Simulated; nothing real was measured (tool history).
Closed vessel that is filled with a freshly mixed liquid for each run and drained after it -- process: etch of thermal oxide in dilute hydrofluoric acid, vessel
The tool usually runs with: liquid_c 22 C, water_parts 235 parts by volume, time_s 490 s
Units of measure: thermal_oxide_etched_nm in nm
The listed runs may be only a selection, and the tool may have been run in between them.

| run | hour | liquid_c | water_parts | time_s | wafers since the last listed run | hours since the thermometer was replaced | hours since the hydrofluoric acid flow meter was replaced | hours since the gauge calibration | read-back film thickness of the thermal oxide reference wafer, read on the same gauge (nm) | thermal_oxide_etched_nm |
|---|---|---|---|---|---|---|---|---|---|---|
| 1 | 0.0 | 22 | 235 | 255 | 0 | 405.8 | 1378.3 | 400.4 | 40.01 | 4.08 |
| 2 | 56.7 | 22 | 235 | 255 | 2581 | 462.5 | 1435.0 | 457.1 | 40.00 | 4.01 |
| 3 | 86.0 | 22 | 235 | 255 | 1334 | 491.8 | 1464.3 | 486.4 | 40.01 | 4.07 |
| 4 | 138.2 | 22 | 235 | 665 | 2376 | 544.0 | 1516.5 | 538.6 | 40.00 | 10.47 |
| 5 | 165.2 | 22 | 235 | 665 | 1229 | 571.0 | 1543.5 | 565.6 | 40.00 | 10.49 |
|  | 214.1 | gauge calibrated |
| 6 | 312.5 | 22 | 235 | 665 | 6706 | 718.3 | 1690.8 | 98.4 | 39.99 | 10.31 |
| 7 | 369.2 | 22 | 290 | 490 | 2581 | 775.0 | 1747.5 | 155.1 | 40.00 | 5.92 |
| 8 | 433.6 | 22 | 235 | 490 | 2932 | 839.4 | 1811.9 | 219.5 | 40.00 | 7.52 |
| 9 | 496.9 | 22 | 235 | 490 | 2882 | 902.7 | 1875.2 | 282.8 | 39.99 | 7.42 |
|  | 530.4 | hydrofluoric acid flow meter replaced |
| 10 | 668.3 | 22 | 235 | 490 | 7758 | 1074.1 | 137.9 | 454.2 | 40.01 | 7.32 |
| 11 | 725.6 | 22 | 235 | 490 | 2608 | 1131.4 | 195.2 | 511.5 | 40.01 | 7.37 |
| 12 | 791.1 | 22 | 170 | 405 | 2982 | 1196.9 | 260.7 | 577.0 | 40.03 | 8.94 |
| 13 | 836.2 | 22 | 235 | 490 | 2053 | 1242.0 | 305.8 | 622.1 | 39.98 | 7.22 |
|  | 869.8 | gauge calibrated |
| 14 | 874.3 | 25 | 265 | 715 | 1734 | 1280.1 | 343.9 | 4.5 | 39.97 | 10.13 |
| 15 | 902.6 | 22 | 235 | 490 | 1288 | 1308.4 | 372.2 | 32.8 | 39.98 | 7.24 |
|  | 941.1 | thermometer replaced |
| 16 | 952.8 | 22 | 235 | 650 | 2240 | 11.7 | 422.4 | 83.0 | 39.99 | 10.55 |

Forecast run 17:
| 17 | 1059.5 | 22 | 235 | 240 | 4858 | 118.4 | 529.1 | 189.7 | ? | ? |

{"run 17": {"read-back film thickness of the thermal oxide reference wafer, read on the same gauge (nm)": 39.97, "thermal_oxide_etched_nm": 3.87}}
Had the tool carried no hidden state, the very same run would have given thermal_oxide_etched_nm 3.97 nm.

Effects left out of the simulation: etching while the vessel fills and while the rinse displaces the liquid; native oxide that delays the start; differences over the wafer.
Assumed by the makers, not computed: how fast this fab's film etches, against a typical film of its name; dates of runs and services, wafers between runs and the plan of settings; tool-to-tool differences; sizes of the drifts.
